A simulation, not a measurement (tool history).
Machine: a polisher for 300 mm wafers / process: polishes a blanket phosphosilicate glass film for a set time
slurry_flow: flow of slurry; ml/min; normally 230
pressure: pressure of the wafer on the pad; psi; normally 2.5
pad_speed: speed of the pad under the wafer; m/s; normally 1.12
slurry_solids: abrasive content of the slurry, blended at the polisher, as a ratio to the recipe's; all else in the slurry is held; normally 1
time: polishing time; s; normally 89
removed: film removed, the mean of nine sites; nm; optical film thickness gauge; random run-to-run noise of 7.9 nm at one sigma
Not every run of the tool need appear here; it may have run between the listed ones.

| run | hour | slurry_flow | pressure | pad_speed | slurry_solids | time | incoming thickness of the incoming film, nm | removed |
|---|---|---|---|---|---|---|---|---|
| 1 | 0 | 230 | 2.5 | 1.12 | 1 | 89 | 4127.1 | 616.6 |
|  | 12.7 | slurry blender recalibrated |
| 2 | 15.1 | 230 | 2.5 | 1.12 | 1 | 89 | 4054 | 602.7 |
| 3 | 21.7 | 180 | 2.5 | 1.12 | 1 | 89 | 4144.1 | 576.4 |
| 4 | 38.9 | 180 | 2.5 | 1.12 | 1 | 89 | 4167.5 | 586.4 |
| 5 | 45 | 200 | 2.5 | 1.12 | 1 | 89 | 4201.1 | 587.1 |
| 6 | 58.8 | 230 | 2.5 | 1.12 | 1 | 89 | 4133.7 | 601 |
| 7 | 67.7 | 230 | 2.5 | 0.94 | 1 | 100 | 4130 | 593.3 |
| 8 | 85.6 | 230 | 2.5 | 1.12 | 0.8 | 89 | 4132.5 | 571.7 |
|  | 93.5 | worn pad replaced by a new one |
| 9 | 98.9 | 185 | 2.5 | 1.32 | 0.9 | 99 | 4067.2 | 738.6 |
| 10 | 107.4 | 250 | 2.7 | 1.12 | 0.85 | 89 | 4117.6 | 650.4 |
| 11 | 119 | 280 | 2.5 | 1.12 | 1.25 | 89 | 4126.3 | 641.1 |
| 12 | 131.9 | 295 | 2.5 | 1.26 | 1 | 73 | 4115.3 | 563.7 |
| 13 | 139.1 | 305 | 2.5 | 1.12 | 1.25 | 89 | 4095.6 | 661.9 |
| 14 | 155.9 | 230 | 3.4 | 1 | 1 | 89 | 4130.1 | 750 |
| 15 | 168.1 | 185 | 2 | 0.88 | 1.3 | 89 | 4134.7 | 413.6 |
| 16 | 184.4 | 230 | 2.5 | 1.12 | 1 | 89 | 4135.5 | 600 |
| 17 | 193.9 | 230 | 2.5 | 1 | 1 | 89 | 4101.9 | 561.5 |
| 18 | 209.5 | 230 | 2.5 | 1.12 | 1 | 89 | 4150.8 | 609.5 |
| 19 | 226.3 | 230 | 2.2 | 1.3 | 1 | 89 | 4118.2 | 593.6 |
| 20 | 239.4 | 230 | 2.5 | 1.12 | 1 | 89 | 4077.4 | 617.2 |
| 21 | 248.4 | 230 | 2.5 | 0.88 | 1 | 89 | 4130.7 | 500.2 |
| 22 | 264.8 | 230 | 2.5 | 1.12 | 1 | 89 | 4151 | 605.9 |
| 23 | 272.7 | 230 | 2.9 | 1.4 | 1 | 89 | 4219.3 | 820.8 |
| 24 | 286.3 | 160 | 2.5 | 1.12 | 1 | 75 | 4174.3 | 492 |
| 25 | 295.8 | 270 | 2.5 | 1.12 | 1 | 65 | 4166.1 | 448.8 |
|  | 304.2 | worn pad replaced by a new one |
|  | 304.4 | conditioning disc replaced and pad reconditioned |
| 26 | 308.8 | 230 | 2.5 | 1.12 | 1 | 89 | 4078.3 | 611.9 |

List, for all runs, the conditions of the tool that the log does not record:
removal rate lost through wear of the pad, %: 0 at every run
slurry flow missing at the pad, %: 0 at every run
deviation of the head's pressure from its setpoint, %: 0 at every run
abrasive missing from the slurry, %: 0 at every run
time polished since the conditioner stopped cutting, s: 0 at every run
